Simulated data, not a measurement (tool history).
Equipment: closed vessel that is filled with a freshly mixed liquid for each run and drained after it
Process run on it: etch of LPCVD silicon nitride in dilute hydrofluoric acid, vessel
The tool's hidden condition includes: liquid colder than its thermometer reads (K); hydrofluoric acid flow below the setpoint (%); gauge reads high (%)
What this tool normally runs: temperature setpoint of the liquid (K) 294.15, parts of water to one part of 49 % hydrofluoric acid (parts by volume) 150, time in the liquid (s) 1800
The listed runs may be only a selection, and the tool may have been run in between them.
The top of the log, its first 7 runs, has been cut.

run,hour,temperature setpoint of the liquid (K),parts of water to one part of 49 % hydrofluoric acid (parts by volume),time in the liquid (s),wafers since the last listed run,hours since the thermometer was replaced,hours since the hydrofluoric acid flow meter was replaced,hours since the gauge calibration,"read-back film thickness of the LPCVD silicon nitride reference wafer, read on the same gauge (nm)",thickness taken off the LPCVD silicon nitride on a monitor wafer (angstrom)
8,199.1,292.65,150,1800,1230,242.4,995.8,673.7,150.01,47.3
9,230.9,292.65,150,1185,1140,274.2,1027.6,705.5,149.97,31
10,264.3,291.65,190,2755,1198,307.6,1061,738.9,150,53.3
11,289,294.15,150,2360,885,332.3,1085.7,763.6,150,66
12,318.3,291.15,95,2140,1050,361.6,1115,792.9,149.98,77.9
13,352.7,294.15,150,1800,1233,396,1149.4,827.3,150.02,51.4
14,365.5,294.15,150,1800,459,408.8,1162.2,840.1,149.96,51.1
# hour 385.1: gauge calibrated
15,392.8,294.15,150,1800,979,436.1,1189.5,7.7,149.99,51
# hour 401.1: hydrofluoric acid flow meter replaced
16,407.1,294.15,150,1465,477,450.4,6,22,150.05,45.3
17,500.3,294.15,150,1800,3342,543.6,99.2,115.2,150,55.3
18,515.8,294.15,100,2380,555,559.1,114.7,130.7,150.01,109.7
19,550.9,290.15,220,1040,1258,594.2,149.8,165.8,149.98,16.9
20,570.7,290.15,105,1800,710,614,169.6,185.6,150.01,59
21,594.5,294.15,150,1455,853,637.8,193.4,209.4,150.03,45.3
22,610.9,297.65,170,1405,588,654.2,209.8,225.8,150.01,48.4
23,644.8,297.15,180,2190,1215,688.1,243.7,259.7,150,68.5
24,675.3,294.15,150,1800,1093,718.6,274.2,290.2,150.01,54.9
25,705,294.15,150,1800,1065,748.3,303.9,319.9,150.03,55.1
26,729.4,292.15,80,1800,875,772.7,328.3,344.3,150.02,88
27,761.6,294.15,150,1800,1154,804.9,360.5,376.5,150.03,53.6
28,782.5,294.15,150,2610,749,825.8,381.4,397.4,149.97,78.7
29,808.8,294.15,150,2170,943,852.1,407.7,423.7,149.96,65
30,832.5,294.15,210,2865,850,875.8,431.4,447.4,150.01,62.9
31,856.8,298.65,120,2695,871,900.1,455.7,471.7,150,136.5

Each row is a separate what-if for the run after 31, all from the same tool condition, not one after another. Results?
A,858,294.15,150,1800,43,901.3,456.9,472.9,?,?
B,858,296.15,195,965,43,901.3,456.9,472.9,?,?
C,858,296.15,115,2415,43,901.3,456.9,472.9,?,?
D,858,294.15,150,2790,43,901.3,456.9,472.9,?,?
E,858,292.15,150,1800,43,901.3,456.9,472.9,?,?

run,"read-back film thickness of the LPCVD silicon nitride reference wafer, read on the same gauge (nm)",thickness taken off the LPCVD silicon nitride on a monitor wafer (angstrom)
A,149.99,53
B,149.99,25
C,149.99,105.3
D,149.99,82.1
E,149.99,46.4
Without the tool's hidden state the same runs would have given:
run,thickness taken off the LPCVD silicon nitride on a monitor wafer (angstrom)
A,55.3
B,26.1
C,109.9
D,85.7
E,48.4
